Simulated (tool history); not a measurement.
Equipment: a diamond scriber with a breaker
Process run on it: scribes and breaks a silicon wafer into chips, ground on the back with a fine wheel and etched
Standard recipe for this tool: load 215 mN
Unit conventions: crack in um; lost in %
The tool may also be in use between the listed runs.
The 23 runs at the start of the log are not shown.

run	hour	load	incoming depth of the damage left on the back of the incoming wafer, um	crack	lost
24	643.8	215	0.31	11.85	1.45
25	660.1	279	0.67	13.78	4.23
26	682.5	165	0.35	10.09	4.51
27	713.6	188	0.42	10.98	2.47
28	736.3	215	0.74	11.46	1.53
29	763.2	152	0.48	9.64	7.29
30	777.6	273	0.32	13.32	3.38
31	803	215	0.32	11.72	1.59
32	821.9	215	0.43	11.5	1.58
33	852.8	158	0.42	9.73	7.66
34	868.4	180	0.66	10.66	3.79
35	887.9	258	0.53	12.85	1.99
36	919.1	187	0.71	10.59	3.98
37	952.9	173	0.48	9.77	6.54
# hour 1004: diamond tip replaced by a new one
38	1032.6	178	0.38	10.62	3.52
39	1062.3	182	0.34	10.68	2.84
40	1089.8	215	0.43	12.01	1.31

What if the next run were any one of these 3? Each begins from the tool's condition after run 40:
A	1090.3	215	0.49	?	?
B	1090.3	250	0.49	?	?
C	1090.3	249	0.49	?	?

run	crack	lost
A	11.64	1.68
B	12.68	2.56
C	12.65	2.5
The same runs, with their run-to-run variation unchanged, on a tool lacking any hidden condition would have given:
run	crack	lost
A	11.77	1.66
B	12.83	2.85
C	12.8	2.79
